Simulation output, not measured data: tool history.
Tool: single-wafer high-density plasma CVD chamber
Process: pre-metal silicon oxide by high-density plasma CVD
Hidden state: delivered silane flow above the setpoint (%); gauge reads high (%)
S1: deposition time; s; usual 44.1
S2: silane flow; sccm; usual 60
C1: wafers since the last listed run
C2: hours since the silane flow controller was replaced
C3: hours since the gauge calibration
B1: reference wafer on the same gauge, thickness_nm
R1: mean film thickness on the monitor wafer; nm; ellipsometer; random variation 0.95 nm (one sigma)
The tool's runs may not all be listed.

{"run": 1, "hour": 0.0, "S1": 44.1, "S2": 54, "C1": 0, "C2": 611.3, "C3": 277.1, "B1": 228.061, "R1": 233.133}
{"run": 2, "hour": 36.6, "S1": 44.1, "S2": 54, "C1": 597, "C2": 647.9, "C3": 313.7, "B1": 227.988, "R1": 234.583}
{"run": 3, "hour": 91.3, "S1": 44.1, "S2": 54, "C1": 893, "C2": 702.6, "C3": 368.4, "B1": 228.135, "R1": 233.695}
{"run": 4, "hour": 148.7, "S1": 44.1, "S2": 60, "C1": 937, "C2": 760.0, "C3": 425.8, "B1": 227.895, "R1": 256.723}
{"run": 5, "hour": 215.0, "S1": 44.1, "S2": 60, "C1": 1083, "C2": 826.3, "C3": 492.1, "B1": 227.939, "R1": 256.267}
{"run": 6, "hour": 271.8, "S1": 44.1, "S2": 60, "C1": 927, "C2": 883.1, "C3": 548.9, "B1": 227.97, "R1": 255.285}
{"run": 7, "hour": 316.8, "S1": 44.1, "S2": 60, "C1": 735, "C2": 928.1, "C3": 593.9, "B1": 228.004, "R1": 255.61}
{"run": 8, "hour": 379.1, "S1": 44.1, "S2": 60, "C1": 1017, "C2": 990.4, "C3": 656.2, "B1": 227.9, "R1": 256.566}
{"run": 9, "hour": 436.0, "S1": 44.1, "S2": 60, "C1": 929, "C2": 1047.3, "C3": 713.1, "B1": 228.025, "R1": 255.431}
{"run": 10, "hour": 500.3, "S1": 44.1, "S2": 60, "C1": 1050, "C2": 1111.6, "C3": 777.4, "B1": 227.925, "R1": 257.536}
{"run": 11, "hour": 532.9, "S1": 44.1, "S2": 55, "C1": 532, "C2": 1144.2, "C3": 810.0, "B1": 228.153, "R1": 242.028}
{"run": 12, "hour": 591.2, "S1": 44.1, "S2": 55, "C1": 952, "C2": 1202.5, "C3": 868.3, "B1": 228.037, "R1": 241.764}
{"run": 13, "hour": 660.4, "S1": 44.1, "S2": 60, "C1": 1130, "C2": 1271.7, "C3": 937.5, "B1": 228.0, "R1": 258.066}
{"run": 14, "hour": 701.4, "S1": 44.1, "S2": 60, "C1": 669, "C2": 1312.7, "C3": 978.5, "B1": 228.043, "R1": 258.983}
{"run": 15, "hour": 727.3, "S1": 39.1, "S2": 60, "C1": 423, "C2": 1338.6, "C3": 1004.4, "B1": 227.937, "R1": 229.247}
{"run": 16, "hour": 780.4, "S1": 39.1, "S2": 60, "C1": 867, "C2": 1391.7, "C3": 1057.5, "B1": 227.942, "R1": 230.111}
{"run": 17, "hour": 833.4, "S1": 39.1, "S2": 60, "C1": 865, "C2": 1444.7, "C3": 1110.5, "B1": 227.911, "R1": 229.7}
{"run": 18, "hour": 894.5, "S1": 44.1, "S2": 60, "C1": 998, "C2": 1505.8, "C3": 1171.6, "B1": 227.931, "R1": 261.028}
{"run": 19, "hour": 950.1, "S1": 44.1, "S2": 60, "C1": 908, "C2": 1561.4, "C3": 1227.2, "B1": 227.947, "R1": 259.882}
{"hour": 989.1, "done": "silane flow controller replaced"}
{"run": 20, "hour": 1011.1, "S1": 44.1, "S2": 60, "C1": 865, "C2": 22.0, "C3": 1288.2, "B1": 228.162, "R1": 250.228}
{"run": 21, "hour": 1036.2, "S1": 44.1, "S2": 63, "C1": 410, "C2": 47.1, "C3": 1313.3, "B1": 227.988, "R1": 259.539}
{"run": 22, "hour": 1091.9, "S1": 44.1, "S2": 63, "C1": 909, "C2": 102.8, "C3": 1369.0, "B1": 227.972, "R1": 262.943}
{"run": 23, "hour": 1157.1, "S1": 44.1, "S2": 60, "C1": 1065, "C2": 168.0, "C3": 1434.2, "B1": 227.989, "R1": 253.073}
{"run": 24, "hour": 1201.6, "S1": 52.2, "S2": 66, "C1": 726, "C2": 212.5, "C3": 1478.7, "B1": 228.008, "R1": 320.223}
{"run": 25, "hour": 1262.9, "S1": 47.2, "S2": 51, "C1": 1001, "C2": 273.8, "C3": 1540.0, "B1": 228.015, "R1": 238.336}
{"hour": 1290.4, "done": "gauge calibrated"}
{"run": 26, "hour": 1316.6, "S1": 49.5, "S2": 67, "C1": 877, "C2": 327.5, "C3": 26.2, "B1": 227.997, "R1": 308.416}
{"run": 27, "hour": 1364.8, "S1": 44.1, "S2": 60, "C1": 787, "C2": 375.7, "C3": 74.4, "B1": 228.096, "R1": 252.804}
{"run": 28, "hour": 1433.7, "S1": 39.9, "S2": 66, "C1": 1125, "C2": 444.6, "C3": 143.3, "B1": 227.861, "R1": 246.434}
{"run": 29, "hour": 1496.6, "S1": 36.7, "S2": 54, "C1": 1027, "C2": 507.5, "C3": 206.2, "B1": 227.942, "R1": 194.259}
{"run": 30, "hour": 1546.4, "S1": 49.5, "S2": 69, "C1": 813, "C2": 557.3, "C3": 256.0, "B1": 228.01, "R1": 317.569}
{"run": 31, "hour": 1588.9, "S1": 44.1, "S2": 60, "C1": 694, "C2": 599.8, "C3": 298.5, "B1": 227.959, "R1": 253.813}
{"run": 32, "hour": 1656.1, "S1": 37.9, "S2": 72, "C1": 1097, "C2": 667.0, "C3": 365.7, "B1": 227.985, "R1": 251.753}
{"run": 33, "hour": 1684.1, "S1": 50.4, "S2": 50, "C1": 457, "C2": 695.0, "C3": 393.7, "B1": 228.013, "R1": 252.898}
{"run": 34, "hour": 1719.6, "S1": 47.4, "S2": 56, "C1": 579, "C2": 730.5, "C3": 429.2, "B1": 227.853, "R1": 261.298}
{"run": 35, "hour": 1789.8, "S1": 44.1, "S2": 60, "C1": 1146, "C2": 800.7, "C3": 499.4, "B1": 228.051, "R1": 254.611}
{"run": 36, "hour": 1858.7, "S1": 44.1, "S2": 60, "C1": 1125, "C2": 869.6, "C3": 568.3, "B1": 227.97, "R1": 255.036}
{"run": 37, "hour": 1917.5, "S1": 44.1, "S2": 60, "C1": 960, "C2": 928.4, "C3": 627.1, "B1": 228.11, "R1": 257.522}
{"run": 38, "hour": 1988.0, "S1": 44.1, "S2": 50, "C1": 1151, "C2": 998.9, "C3": 697.6, "B1": 228.064, "R1": 224.093}
{"run": 39, "hour": 2015.5, "S1": 46.9, "S2": 64, "C1": 449, "C2": 1026.4, "C3": 725.1, "B1": 228.052, "R1": 286.98}
{"run": 40, "hour": 2093.4, "S1": 44.1, "S2": 72, "C1": 1272, "C2": 1104.3, "C3": 803.0, "B1": 227.981, "R1": 296.426}
{"run": 41, "hour": 2135.8, "S1": 46.9, "S2": 64, "C1": 692, "C2": 1146.7, "C3": 845.4, "B1": 227.944, "R1": 288.263}
{"run": 42, "hour": 2307.2, "S1": 51.3, "S2": 54, "C1": 2800, "C2": 1318.1, "C3": 1016.8, "B1": 227.993, "R1": 277.373}
{"run": 43, "hour": 2359.1, "S1": 47.4, "S2": 50, "C1": 847, "C2": 1370.0, "C3": 1068.7, "B1": 227.986, "R1": 241.803}
{"run": 44, "hour": 2388.6, "S1": 36.1, "S2": 67, "C1": 481, "C2": 1399.5, "C3": 1098.2, "B1": 227.917, "R1": 232.512}
{"hour": 2419.4, "done": "silane flow controller replaced"}
{"run": 45, "hour": 2432.8, "S1": 44.1, "S2": 60, "C1": 591, "C2": 13.4, "C3": 1142.4, "B1": 228.036, "R1": 252.752}
{"run": 46, "hour": 2488.9, "S1": 40.1, "S2": 49, "C1": 916, "C2": 69.5, "C3": 1198.5, "B1": 227.919, "R1": 193.965}
{"run": 47, "hour": 2538.7, "S1": 44.1, "S2": 60, "C1": 813, "C2": 119.3, "C3": 1248.3, "B1": 227.87, "R1": 250.227}

The tool's hidden state at each run:
gauge reads high (%): 0 in every run
H1: delivered silane flow above the setpoint (%)
run=1 H1=1.67
run=2 H1=1.79
run=3 H1=1.96
run=4 H1=2.15
run=5 H1=2.36
run=6 H1=2.54
run=7 H1=2.69
run=8 H1=2.89
run=9 H1=3.07
run=10 H1=3.28
run=11 H1=3.38
run=12 H1=3.57
run=13 H1=3.79
run=14 H1=3.93
run=15 H1=4.01
run=16 H1=4.18
run=17 H1=4.35
run=18 H1=4.55
run=19 H1=4.72
run=20 H1=-0.279
run=21 H1=-0.199
run=22 H1=-0.0196
run=23 H1=0.19
run=24 H1=0.333
run=25 H1=0.53
run=26 H1=0.703
run=27 H1=0.858
run=28 H1=1.08
run=29 H1=1.28
run=30 H1=1.44
run=31 H1=1.58
run=32 H1=1.79
run=33 H1=1.88
run=34 H1=2
run=35 H1=2.22
run=36 H1=2.44
run=37 H1=2.63
run=38 H1=2.86
run=39 H1=2.95
run=40 H1=3.2
run=41 H1=3.34
run=42 H1=3.89
run=43 H1=4.05
run=44 H1=4.15
run=45 H1=-0.225
run=46 H1=-0.0449
run=47 H1=0.115

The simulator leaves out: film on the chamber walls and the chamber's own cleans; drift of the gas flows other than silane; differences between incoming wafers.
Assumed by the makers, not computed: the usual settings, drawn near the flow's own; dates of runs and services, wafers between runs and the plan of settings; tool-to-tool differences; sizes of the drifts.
